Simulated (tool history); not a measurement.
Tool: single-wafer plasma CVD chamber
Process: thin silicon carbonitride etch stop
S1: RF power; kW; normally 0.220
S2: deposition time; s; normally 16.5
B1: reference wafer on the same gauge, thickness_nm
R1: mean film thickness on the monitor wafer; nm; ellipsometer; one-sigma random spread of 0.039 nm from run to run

run,hour,S1,S2,B1,R1
1,0.0,0.205,18.4,10.736,10.106
2,35.8,0.205,18.4,10.753,10.151
3,68.2,0.205,18.4,10.750,10.075
4,168.7,0.220,16.5,10.742,9.288
5,183.7,0.220,16.5,10.752,9.383
6,229.1,0.200,16.5,10.750,8.976
7,262.4,0.200,16.5,10.732,8.927
# hour 319.4: showerhead replaced
8,329.2,0.250,16.5,10.753,9.699
9,360.1,0.250,16.5,10.770,9.715
10,374.4,0.220,16.5,10.738,9.249
# hour 421.6: RF generator calibrated
11,461.9,0.220,16.5,10.741,9.547
12,478.9,0.220,16.5,10.751,9.624
13,513.4,0.265,15.7,10.765,9.770
14,526.2,0.220,15.5,10.757,8.932
# hour 547.3: thermocouple changed; heater temperature recalibrated
15,555.6,0.195,15.3,10.747,8.363
16,585.4,0.205,14.2,10.765,7.948
17,598.6,0.220,16.5,10.755,9.514
18,617.1,0.235,16.5,10.752,9.731
# hour 643.9: gauge calibrated
19,723.5,0.265,19.2,10.734,11.799
20,786.3,0.220,16.5,10.754,9.377
21,809.2,0.180,17.7,10.749,9.361
22,824.2,0.250,15.4,10.747,9.189
23,839.0,0.240,13.3,10.753,7.851
24,874.0,0.220,16.5,10.755,9.399

Branching from run 24: 4 alternative next runs. What would each branch give?
A,874.4,0.220,16.5,?,?
B,874.4,0.200,18.3,?,?
C,874.4,0.205,14.3,?,?
D,874.4,0.255,13.6,?,?

run,B1,R1
A,10.760,9.449
B,10.760,10.113
C,10.760,7.976
D,10.760,8.218
Had the tool no hidden state, the same runs would have come out as:
run,R1
A,9.665
B,10.343
C,8.158
D,8.406
